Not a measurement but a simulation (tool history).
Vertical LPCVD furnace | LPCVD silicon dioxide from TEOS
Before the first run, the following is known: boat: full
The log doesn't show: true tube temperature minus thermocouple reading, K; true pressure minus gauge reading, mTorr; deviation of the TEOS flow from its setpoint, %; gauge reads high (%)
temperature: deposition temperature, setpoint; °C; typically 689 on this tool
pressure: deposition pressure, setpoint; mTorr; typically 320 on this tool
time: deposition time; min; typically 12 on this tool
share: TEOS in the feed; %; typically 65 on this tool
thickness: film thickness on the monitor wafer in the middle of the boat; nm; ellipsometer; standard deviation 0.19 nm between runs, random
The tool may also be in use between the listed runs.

| run | day | temperature | pressure | time | share | wafers since the last listed run | hours since the last temperature calibration | hours since the pressure gauge was zeroed | hours since the TEOS flow controller was replaced | hours since the gauge calibration | read-back reference wafer on the same gauge, thickness | thickness |
|---|---|---|---|---|---|---|---|---|---|---|---|---|
| 1 | 0 | 689 | 320 | 12 | 65 | 0 | 1499.3 | 1653.9 | 4663.3 | 239.9 | 73.84 | 66.9 |
| 2 | 1.496 | 689 | 320 | 12 | 65 | 411 | 1535.2 | 1689.8 | 4699.2 | 275.8 | 73.89 | 66.67 |
| 3 | 2.025 | 689 | 320 | 12 | 65 | 145 | 1547.9 | 1702.5 | 4711.9 | 288.5 | 73.88 | 67.33 |
| 4 | 3.404 | 689 | 260 | 12 | 60 | 379 | 1581 | 1735.6 | 4745 | 321.6 | 73.9 | 58.1 |
| 5 | 4.375 | 689 | 260 | 12 | 60 | 266 | 1604.3 | 1758.9 | 4768.3 | 344.9 | 73.88 | 57.75 |
|  | 5.733 | thermocouples replaced and temperature profile calibrated |
| 6 | 5.754 | 689 | 260 | 12 | 60 | 104 | 0.5 | 1792 | 4801.4 | 378 | 73.87 | 56.17 |
| 7 | 6.662 | 689 | 340 | 12 | 65 | 249 | 22.3 | 1813.8 | 4823.2 | 399.8 | 73.87 | 67.01 |
| 8 | 8.129 | 689 | 340 | 12 | 65 | 403 | 57.5 | 1849 | 4858.4 | 435 | 73.89 | 67.08 |
| 9 | 9.171 | 689 | 320 | 12 | 65 | 286 | 82.5 | 1874 | 4883.4 | 460 | 73.88 | 65.22 |
| 10 | 10.221 | 689 | 320 | 12 | 65 | 288 | 107.7 | 1899.2 | 4908.6 | 485.2 | 73.91 | 65.15 |
| 11 | 11.662 | 689 | 320 | 12 | 65 | 396 | 142.3 | 1933.8 | 4943.2 | 519.8 | 73.92 | 65.04 |
|  | 13.033 | pressure gauge zeroed |
| 12 | 13.054 | 689 | 320 | 12 | 65 | 107 | 175.7 | 0.5 | 4976.6 | 553.2 | 73.92 | 66.63 |
| 13 | 13.254 | 694 | 375 | 12 | 65 | 54 | 180.5 | 5.3 | 4981.4 | 558 | 73.87 | 82.14 |
| 14 | 14.088 | 689 | 320 | 12 | 65 | 229 | 200.5 | 25.3 | 5001.4 | 578 | 73.9 | 66.95 |
| 15 | 17.467 | 694 | 320 | 9 | 65 | 929 | 281.6 | 106.4 | 5082.5 | 659.1 | 73.87 | 56.43 |
| 16 | 18.779 | 689 | 320 | 16 | 65 | 360 | 313.1 | 137.9 | 5114 | 690.6 | 73.9 | 89 |
| 17 | 19.946 | 689 | 320 | 12 | 61 | 320 | 341.1 | 165.9 | 5142 | 718.6 | 73.9 | 64.5 |
| 18 | 20.946 | 689 | 320 | 12 | 65 | 274 | 365.1 | 189.9 | 5166 | 742.6 | 73.93 | 66.98 |
|  | 22.146 | gauge calibrated |
| 19 | 22.304 | 689 | 260 | 13.5 | 71 | 373 | 397.7 | 222.5 | 5198.6 | 3.8 | 73.92 | 70.87 |
| 20 | 23.692 | 689 | 260 | 12 | 60 | 381 | 431 | 255.8 | 5231.9 | 37.1 | 73.93 | 57.78 |
|  | 24.917 | TEOS flow controller replaced |
| 21 | 24.938 | 689 | 320 | 14.5 | 65 | 67 | 460.9 | 285.7 | 0.5 | 67 | 73.94 | 80.86 |
| 22 | 25.342 | 689 | 320 | 12 | 65 | 111 | 470.6 | 295.4 | 10.2 | 76.7 | 73.89 | 66.66 |
| 23 | 26.821 | 689 | 285 | 12 | 65 | 406 | 506.1 | 330.9 | 45.7 | 112.2 | 73.9 | 62.93 |
| 24 | 28.167 | 689 | 280 | 9 | 65 | 370 | 538.4 | 363.2 | 78 | 144.5 | 73.93 | 46.85 |
| 25 | 29.558 | 689 | 320 | 12 | 65 | 382 | 571.8 | 396.6 | 111.4 | 177.9 | 73.84 | 66.73 |
| 26 | 30.217 | 700 | 320 | 12 | 65 | 181 | 587.6 | 412.4 | 127.2 | 193.7 | 73.96 | 86.22 |
| 27 | 31.417 | 679 | 380 | 7.5 | 65 | 329 | 616.4 | 441.2 | 156 | 222.5 | 73.93 | 35.97 |
| 28 | 32.133 | 689 | 245 | 12 | 65 | 197 | 633.6 | 458.4 | 173.2 | 239.7 | 73.92 | 58.42 |
| 29 | 32.775 | 689 | 320 | 12 | 65 | 176 | 649 | 473.8 | 188.6 | 255.1 | 73.91 | 66.85 |
| 30 | 34.242 | 689 | 320 | 12 | 65 | 403 | 684.2 | 509 | 223.8 | 290.3 | 73.89 | 66.67 |
| 31 | 34.779 | 681 | 320 | 12 | 65 | 147 | 697.1 | 521.9 | 236.7 | 303.2 | 73.88 | 55.18 |
| 32 | 35.65 | 680 | 370 | 8.5 | 73 | 239 | 718 | 542.8 | 257.6 | 324.1 | 73.88 | 43.71 |

Across each entry between runs, compare the hidden state at the last listed run before it with the hidden state at the first listed run after it:
From run 5 to run 6: thermocouples replaced and temperature profile calibrated (day 5.733)
  true tube temperature minus thermocouple reading, K: 1.68 -> 0.302; true pressure minus gauge reading, mTorr: -15.5 -> -15.8
  the result without the hidden state subtracted from the measured one, thickness: +0.52 -> -1.38 nm
From run 11 to run 12: pressure gauge zeroed (day 13.033)
  true tube temperature minus thermocouple reading, K: 0.315 -> 0.321; true pressure minus gauge reading, mTorr: -17 -> 1.2
  the result without the hidden state subtracted from the measured one, thickness: -1.3 -> +0.63 nm
From run 18 to run 19: gauge calibrated (day 22.146)
  true tube temperature minus thermocouple reading, K: 0.383 -> 0.398; true pressure minus gauge reading, mTorr: -0.409 -> -0.686
  the result without the hidden state subtracted from the measured one, thickness: +0.56 -> +0.57 nm
From run 20 to run 21: TEOS flow controller replaced (day 24.917)
  true tube temperature minus thermocouple reading, K: 0.414 -> 0.43; true pressure minus gauge reading, mTorr: -0.97 -> -1.22
  the result without the hidden state subtracted from the measured one, thickness: +0.46 -> +0.67 nm
